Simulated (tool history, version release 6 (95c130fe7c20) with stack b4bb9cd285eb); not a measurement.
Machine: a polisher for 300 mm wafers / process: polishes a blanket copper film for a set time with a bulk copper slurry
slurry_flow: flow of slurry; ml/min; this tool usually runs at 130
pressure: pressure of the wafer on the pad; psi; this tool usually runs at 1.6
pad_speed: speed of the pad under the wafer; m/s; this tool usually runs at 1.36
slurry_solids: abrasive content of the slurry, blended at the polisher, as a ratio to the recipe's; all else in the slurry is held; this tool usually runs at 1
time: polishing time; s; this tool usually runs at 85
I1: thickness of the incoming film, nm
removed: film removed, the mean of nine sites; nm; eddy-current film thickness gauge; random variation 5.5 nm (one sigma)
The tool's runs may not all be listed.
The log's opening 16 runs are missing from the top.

run 17 day=30.933 | slurry_flow=130 pressure=2.2 pad_speed=1.36 slurry_solids=1 time=77 | I1=4699.3 | removed=706.1
-- day=31.746 slurry blender recalibrated
run 18 day=33.842 | slurry_flow=130 pressure=1.6 pad_speed=1.36 slurry_solids=1 time=85 | I1=4715.8 | removed=563.5
-- day=34.229 worn pad replaced by a new one
run 19 day=35.558 | slurry_flow=130 pressure=1.6 pad_speed=1.36 slurry_solids=1 time=85 | I1=4677.3 | removed=593.3
run 20 day=38.512 | slurry_flow=130 pressure=1.6 pad_speed=1.36 slurry_solids=1 time=110 | I1=4710.8 | removed=763.1
run 21 day=41.5 | slurry_flow=130 pressure=1.6 pad_speed=1.36 slurry_solids=1 time=85 | I1=4660.5 | removed=581.5
-- day=43.733 slurry blender recalibrated
run 22 day=43.933 | slurry_flow=115 pressure=1.9 pad_speed=1.36 slurry_solids=1.25 time=71 | I1=4610.9 | removed=583.1
run 23 day=46.412 | slurry_flow=130 pressure=1.6 pad_speed=1.36 slurry_solids=1 time=85 | I1=4675 | removed=569.9
-- day=46.625 worn pad replaced by a new one
-- day=47.658 slurry nozzle cleaned
run 24 day=48.567 | slurry_flow=130 pressure=1.6 pad_speed=1.36 slurry_solids=1 time=70 | I1=4668.9 | removed=481.3
run 25 day=49.596 | slurry_flow=130 pressure=1.6 pad_speed=1.36 slurry_solids=0.85 time=85 | I1=4763.8 | removed=556.4
run 26 day=51.308 | slurry_flow=165 pressure=1.6 pad_speed=1.36 slurry_solids=1 time=85 | I1=4689.6 | removed=607.5
run 27 day=54.062 | slurry_flow=130 pressure=2.2 pad_speed=1.36 slurry_solids=1 time=77 | I1=4686 | removed=726.7
-- day=55.283 slurry blender recalibrated
run 28 day=56.588 | slurry_flow=130 pressure=1.6 pad_speed=1.36 slurry_solids=0.7 time=85 | I1=4675.5 | removed=516.4
run 29 day=59.088 | slurry_flow=130 pressure=1.6 pad_speed=1.16 slurry_solids=1 time=85 | I1=4723.7 | removed=495.4
-- day=60.858 worn pad replaced by a new one
run 30 day=61.404 | slurry_flow=85 pressure=1.6 pad_speed=1.36 slurry_solids=1 time=96 | I1=4725.1 | removed=598.2
run 31 day=63.267 | slurry_flow=90 pressure=1.6 pad_speed=1.36 slurry_solids=1 time=85 | I1=4659.1 | removed=546.8

Branching from run 31: 3 alternative next runs. What would each branch give?
run A day=63.288 | slurry_flow=130 pressure=1.2 pad_speed=1.36 slurry_solids=1 time=85 | I1=4667.5 | removed=?
run B day=63.288 | slurry_flow=130 pressure=1.6 pad_speed=1.7 slurry_solids=1.1 time=107 | I1=4667.5 | removed=?
run C day=63.288 | slurry_flow=130 pressure=1.9 pad_speed=1.36 slurry_solids=1 time=73 | I1=4667.5 | removed=?

run=A removed=428.9
run=B removed=867.7
run=C removed=583.2
What these runs would have given with no unlogged condition in the tool:
run=A removed=431.3
run=B removed=872.6
run=C removed=586.5
